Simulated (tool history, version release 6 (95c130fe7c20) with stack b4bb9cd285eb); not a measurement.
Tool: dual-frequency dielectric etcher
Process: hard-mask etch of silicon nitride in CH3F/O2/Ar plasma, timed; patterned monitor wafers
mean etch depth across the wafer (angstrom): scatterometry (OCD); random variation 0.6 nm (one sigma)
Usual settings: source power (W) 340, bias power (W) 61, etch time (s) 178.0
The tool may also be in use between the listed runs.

run	hour	source power (W)	bias power (W)	etch time (s)	wafers since the last listed run	hours since the last wet clean	hours since the last source power generator calibration	hours since the last bias power generator calibration	hours since the last upper electrode change	hours since the gauge calibration	read-back reference wafer on the same gauge, depth_nm	mean etch depth across the wafer (angstrom)
1	0.0	390	61	178.0	0	457.9	3398.1	2326.9	2556.0	526.5	123.9	1145
# hour 83.6: wet clean of the chamber
2	91.8	340	61	178.0	591	8.2	3489.9	2418.7	2647.8	618.3	124.1	1070
3	173.0	340	61	178.0	708	89.4	3571.1	2499.9	2729.0	699.5	124.2	1079
4	223.0	340	61	178.0	436	139.4	3621.1	2549.9	2779.0	749.5	124.3	1088
5	283.8	340	61	178.0	530	200.2	3681.9	2610.7	2839.8	810.3	124.1	1081
# hour 370.7: upper electrode replaced
# hour 520.4: wet clean of the chamber
6	534.1	340	61	178.0	1764	13.7	3932.2	2861.0	163.4	1060.6	123.8	1132
7	584.2	340	61	178.0	437	63.8	3982.3	2911.1	213.5	1110.7	124.0	1129
# hour 607.3: gauge calibrated
# hour 712.4: source power generator calibrated
# hour 750.4: wet clean of the chamber, repeated, since the last time left the tool worse
8	750.9	290	50	178.0	1210	0.5	38.5	3077.8	380.2	143.6	124.2	958
9	771.9	340	61	178.0	183	21.5	59.5	3098.8	401.2	164.6	123.6	1080
# hour 844.0: bias power generator calibrated
10	877.9	410	72	137.5	889	127.5	165.5	33.9	507.2	270.6	123.9	947
11	931.6	410	53	178.0	468	181.2	219.2	87.6	560.9	324.3	123.6	1120
12	970.7	410	66	218.0	341	220.3	258.3	126.7	600.0	363.4	123.8	1461
13	1041.2	340	71	203.0	615	290.8	328.8	197.2	670.5	433.9	123.9	1297
14	1142.8	340	61	178.0	886	392.4	430.4	298.8	772.1	535.5	123.6	1109

Branching from run 14: 3 alternative next runs. What would each branch give?
A	1143.3	340	61	178.0	4	392.9	430.9	299.3	772.6	536.0	?	?
B	1143.3	270	50	146.5	4	392.9	430.9	299.3	772.6	536.0	?	?
C	1143.3	410	47	146.5	4	392.9	430.9	299.3	772.6	536.0	?	?

run	read-back reference wafer on the same gauge, depth_nm	mean etch depth across the wafer (angstrom)
A	123.7	1112
B	123.7	797
C	123.7	924
Without the tool's hidden state the same runs would have given:
run	mean etch depth across the wafer (angstrom)
A	1084
B	777
C	901
